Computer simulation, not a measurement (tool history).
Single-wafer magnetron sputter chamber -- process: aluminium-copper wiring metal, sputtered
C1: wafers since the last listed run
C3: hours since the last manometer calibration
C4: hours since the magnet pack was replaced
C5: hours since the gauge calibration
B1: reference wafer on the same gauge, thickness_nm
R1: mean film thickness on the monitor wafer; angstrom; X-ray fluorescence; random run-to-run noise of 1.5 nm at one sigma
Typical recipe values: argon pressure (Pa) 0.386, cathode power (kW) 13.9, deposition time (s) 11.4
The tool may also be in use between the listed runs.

{"run": 1, "hour": 0.0, "argon pressure (Pa)": 0.386, "cathode power (kW)": 11.25, "deposition time (s)": 11.4, "C1": 0, "wafers on the sputter target": 4995, "C3": 1681.4, "C4": 11725.6, "C5": 350.4, "B1": 354.108, "R1": 2620.75}
{"run": 2, "hour": 21.2, "argon pressure (Pa)": 0.386, "cathode power (kW)": 13.9, "deposition time (s)": 11.4, "C1": 1009, "wafers on the sputter target": 6005, "C3": 1702.6, "C4": 11746.8, "C5": 371.6, "B1": 353.877, "R1": 3248.82}
{"run": 3, "hour": 35.2, "argon pressure (Pa)": 0.386, "cathode power (kW)": 13.9, "deposition time (s)": 11.4, "C1": 666, "wafers on the sputter target": 6672, "C3": 1716.6, "C4": 11760.8, "C5": 385.6, "B1": 354.204, "R1": 3219.55}
{"run": 4, "hour": 67.6, "argon pressure (Pa)": 0.386, "cathode power (kW)": 13.9, "deposition time (s)": 11.4, "C1": 1543, "wafers on the sputter target": 8215, "C3": 1749, "C4": 11793.2, "C5": 418, "B1": 353.379, "R1": 3243.57}
{"hour": 93.0, "done": "sputter target and shields replaced"}
{"run": 5, "hour": 100.7, "argon pressure (Pa)": 0.386, "cathode power (kW)": 13.9, "deposition time (s)": 11.4, "C1": 1195, "wafers on the sputter target": 366, "C3": 1782.1, "C4": 11826.3, "C5": 451.1, "B1": 354.155, "R1": 3235.42}
{"run": 6, "hour": 114.3, "argon pressure (Pa)": 0.386, "cathode power (kW)": 13.9, "deposition time (s)": 11.4, "C1": 647, "wafers on the sputter target": 1014, "C3": 1795.7, "C4": 11839.9, "C5": 464.7, "B1": 354.092, "R1": 3241.64}
{"run": 7, "hour": 135.9, "argon pressure (Pa)": 0.386, "cathode power (kW)": 13.9, "deposition time (s)": 11.4, "C1": 1028, "wafers on the sputter target": 2043, "C3": 1817.3, "C4": 11861.5, "C5": 486.3, "B1": 354.479, "R1": 3223.89}
{"run": 8, "hour": 166.8, "argon pressure (Pa)": 0.386, "cathode power (kW)": 13.9, "deposition time (s)": 11.4, "C1": 1471, "wafers on the sputter target": 3514, "C3": 1848.2, "C4": 11892.4, "C5": 517.2, "B1": 354.081, "R1": 3269.78}
{"run": 9, "hour": 184.6, "argon pressure (Pa)": 0.386, "cathode power (kW)": 13.9, "deposition time (s)": 11.4, "C1": 847, "wafers on the sputter target": 4362, "C3": 1866, "C4": 11910.2, "C5": 535, "B1": 353.717, "R1": 3220.39}
{"run": 10, "hour": 206.6, "argon pressure (Pa)": 0.386, "cathode power (kW)": 13.9, "deposition time (s)": 11.4, "C1": 1047, "wafers on the sputter target": 5410, "C3": 1888, "C4": 11932.2, "C5": 557, "B1": 353.954, "R1": 3247.64}
{"run": 11, "hour": 240.2, "argon pressure (Pa)": 0.386, "cathode power (kW)": 13.9, "deposition time (s)": 11.4, "C1": 1600, "wafers on the sputter target": 7010, "C3": 1921.6, "C4": 11965.8, "C5": 590.6, "B1": 353.949, "R1": 3236.58}
{"run": 12, "hour": 274.0, "argon pressure (Pa)": 0.386, "cathode power (kW)": 13.9, "deposition time (s)": 11.4, "C1": 1609, "wafers on the sputter target": 8620, "C3": 1955.4, "C4": 11999.6, "C5": 624.4, "B1": 354.483, "R1": 3263.54}
{"hour": 292.9, "done": "sputter target and shields replaced"}
{"run": 13, "hour": 300.2, "argon pressure (Pa)": 0.386, "cathode power (kW)": 13.9, "deposition time (s)": 11.4, "C1": 866, "wafers on the sputter target": 346, "C3": 1981.6, "C4": 12025.8, "C5": 650.6, "B1": 354.09, "R1": 3242.41}
{"run": 14, "hour": 328.9, "argon pressure (Pa)": 0.386, "cathode power (kW)": 13.9, "deposition time (s)": 11.4, "C1": 1366, "wafers on the sputter target": 1713, "C3": 2010.3, "C4": 12054.5, "C5": 679.3, "B1": 354.081, "R1": 3300.33}
{"run": 15, "hour": 351.4, "argon pressure (Pa)": 0.386, "cathode power (kW)": 13.9, "deposition time (s)": 11.4, "C1": 1071, "wafers on the sputter target": 2785, "C3": 2032.8, "C4": 12077, "C5": 701.8, "B1": 354.216, "R1": 3288.97}
{"run": 16, "hour": 369.3, "argon pressure (Pa)": 0.386, "cathode power (kW)": 13.9, "deposition time (s)": 11.9, "C1": 852, "wafers on the sputter target": 3637, "C3": 2050.7, "C4": 12094.9, "C5": 719.7, "B1": 354.035, "R1": 3416.2}
{"run": 17, "hour": 402.2, "argon pressure (Pa)": 0.27, "cathode power (kW)": 13.9, "deposition time (s)": 9.9, "C1": 1567, "wafers on the sputter target": 5204, "C3": 2083.6, "C4": 12127.8, "C5": 752.6, "B1": 354.025, "R1": 3004.3}
{"run": 18, "hour": 419.8, "argon pressure (Pa)": 0.534, "cathode power (kW)": 11.2, "deposition time (s)": 13.1, "C1": 838, "wafers on the sputter target": 6042, "C3": 2101.2, "C4": 12145.4, "C5": 770.2, "B1": 354.421, "R1": 2832.95}
{"run": 19, "hour": 436.3, "argon pressure (Pa)": 0.386, "cathode power (kW)": 13.9, "deposition time (s)": 11.4, "C1": 785, "wafers on the sputter target": 6828, "C3": 2117.7, "C4": 12161.9, "C5": 786.7, "B1": 354.09, "R1": 3255.31}
{"run": 20, "hour": 465.3, "argon pressure (Pa)": 0.321, "cathode power (kW)": 16, "deposition time (s)": 10.1, "C1": 1381, "wafers on the sputter target": 8209, "C3": 2146.7, "C4": 12190.9, "C5": 815.7, "B1": 353.716, "R1": 3441.15}
{"hour": 473.5, "done": "gauge calibrated"}
{"hour": 500.7, "done": "sputter target and shields replaced"}
{"hour": 523.7, "done": "capacitance manometer re-zeroed and calibrated"}
{"run": 21, "hour": 524.2, "argon pressure (Pa)": 0.5, "cathode power (kW)": 13.9, "deposition time (s)": 11.4, "C1": 2043, "wafers on the sputter target": 738, "C3": 0.5, "C4": 12249.8, "C5": 50.7, "B1": 354.356, "R1": 2948.47}
{"run": 22, "hour": 535.1, "argon pressure (Pa)": 0.266, "cathode power (kW)": 11.35, "deposition time (s)": 12.6, "C1": 519, "wafers on the sputter target": 1257, "C3": 11.4, "C4": 12260.7, "C5": 61.6, "B1": 353.502, "R1": 3073.31}
{"run": 23, "hour": 547.5, "argon pressure (Pa)": 0.321, "cathode power (kW)": 16, "deposition time (s)": 10.1, "C1": 590, "wafers on the sputter target": 1848, "C3": 23.8, "C4": 12273.1, "C5": 74, "B1": 354.224, "R1": 3372.58}
{"hour": 562.1, "done": "magnet pack replaced"}
{"run": 24, "hour": 583.3, "argon pressure (Pa)": 0.386, "cathode power (kW)": 16.85, "deposition time (s)": 12.5, "C1": 1324, "wafers on the sputter target": 3172, "C3": 59.6, "C4": 21.2, "C5": 109.8, "B1": 354.041, "R1": 4213.13}
{"run": 25, "hour": 604.7, "argon pressure (Pa)": 0.386, "cathode power (kW)": 15.45, "deposition time (s)": 13.2, "C1": 1019, "wafers on the sputter target": 4191, "C3": 81, "C4": 42.6, "C5": 131.2, "B1": 353.632, "R1": 4063.22}
{"run": 26, "hour": 618.0, "argon pressure (Pa)": 0.436, "cathode power (kW)": 15.65, "deposition time (s)": 12.8, "C1": 633, "wafers on the sputter target": 4825, "C3": 94.3, "C4": 55.9, "C5": 144.5, "B1": 353.898, "R1": 3858.66}
{"run": 27, "hour": 646.6, "argon pressure (Pa)": 0.436, "cathode power (kW)": 15.65, "deposition time (s)": 12.8, "C1": 1362, "wafers on the sputter target": 6187, "C3": 122.9, "C4": 84.5, "C5": 173.1, "B1": 353.715, "R1": 3902.88}
{"run": 28, "hour": 672.3, "argon pressure (Pa)": 0.321, "cathode power (kW)": 16.8, "deposition time (s)": 9.9, "C1": 1224, "wafers on the sputter target": 7411, "C3": 148.6, "C4": 110.2, "C5": 198.8, "B1": 354.019, "R1": 3476.34}
{"hour": 692.8, "done": "sputter target and shields replaced"}
{"run": 29, "hour": 693.3, "argon pressure (Pa)": 0.444, "cathode power (kW)": 13.9, "deposition time (s)": 11.4, "C1": 619, "wafers on the sputter target": 23, "C3": 169.6, "C4": 131.2, "C5": 219.8, "B1": 353.709, "R1": 3054.46}
{"run": 30, "hour": 761.5, "argon pressure (Pa)": 0.386, "cathode power (kW)": 13.9, "deposition time (s)": 11.4, "C1": 3248, "wafers on the sputter target": 3271, "C3": 237.8, "C4": 199.4, "C5": 288, "B1": 353.397, "R1": 3184.3}
{"run": 31, "hour": 792.1, "argon pressure (Pa)": 0.487, "cathode power (kW)": 15.15, "deposition time (s)": 10.7, "C1": 1457, "wafers on the sputter target": 4729, "C3": 268.4, "C4": 230, "C5": 318.6, "B1": 353.398, "R1": 3028.76}
{"run": 32, "hour": 814.2, "argon pressure (Pa)": 0.386, "cathode power (kW)": 13.9, "deposition time (s)": 11.4, "C1": 1052, "wafers on the sputter target": 5781, "C3": 290.5, "C4": 252.1, "C5": 340.7, "B1": 353.687, "R1": 3163.63}
{"run": 33, "hour": 843.5, "argon pressure (Pa)": 0.282, "cathode power (kW)": 13.9, "deposition time (s)": 11.4, "C1": 1395, "wafers on the sputter target": 7177, "C3": 319.8, "C4": 281.4, "C5": 370, "B1": 354.19, "R1": 3389.98}
{"hour": 852.3, "done": "sputter target and shields replaced"}
{"run": 34, "hour": 876.7, "argon pressure (Pa)": 0.386, "cathode power (kW)": 13.9, "deposition time (s)": 11.4, "C1": 1200, "wafers on the sputter target": 1160, "C3": 353, "C4": 314.6, "C5": 403.2, "B1": 354.183, "R1": 3152}
{"run": 35, "hour": 891.9, "argon pressure (Pa)": 0.386, "cathode power (kW)": 13.9, "deposition time (s)": 11.4, "C1": 723, "wafers on the sputter target": 1884, "C3": 368.2, "C4": 329.8, "C5": 418.4, "B1": 353.897, "R1": 3147.7}

What the log doesn't show, run by run:
deposition rate above that of a new target (%): 0 on each run
gauge reads high (%): 0 on each run
H1: true argon pressure above the setpoint (%)
run=1 H1=-10.6
run=2 H1=-10.9
run=3 H1=-11
run=4 H1=-11.4
run=5 H1=-11.8
run=6 H1=-12
run=7 H1=-12.3
run=8 H1=-12.7
run=9 H1=-12.9
run=10 H1=-13.2
run=11 H1=-13.7
run=12 H1=-14.1
run=13 H1=-14.5
run=14 H1=-14.9
run=15 H1=-15.2
run=16 H1=-15.5
run=17 H1=-15.9
run=18 H1=-16.2
run=19 H1=-16.5
run=20 H1=-16.9
run=21 H1=-1.19
run=22 H1=-1.19
run=23 H1=-1.19
run=24 H1=-1.2
run=25 H1=-1.21
run=26 H1=-1.22
run=27 H1=-1.24
run=28 H1=-1.26
run=29 H1=-1.29
run=30 H1=-1.39
run=31 H1=-1.44
run=32 H1=-1.48
run=33 H1=-1.55
run=34 H1=-1.63
run=35 H1=-1.67
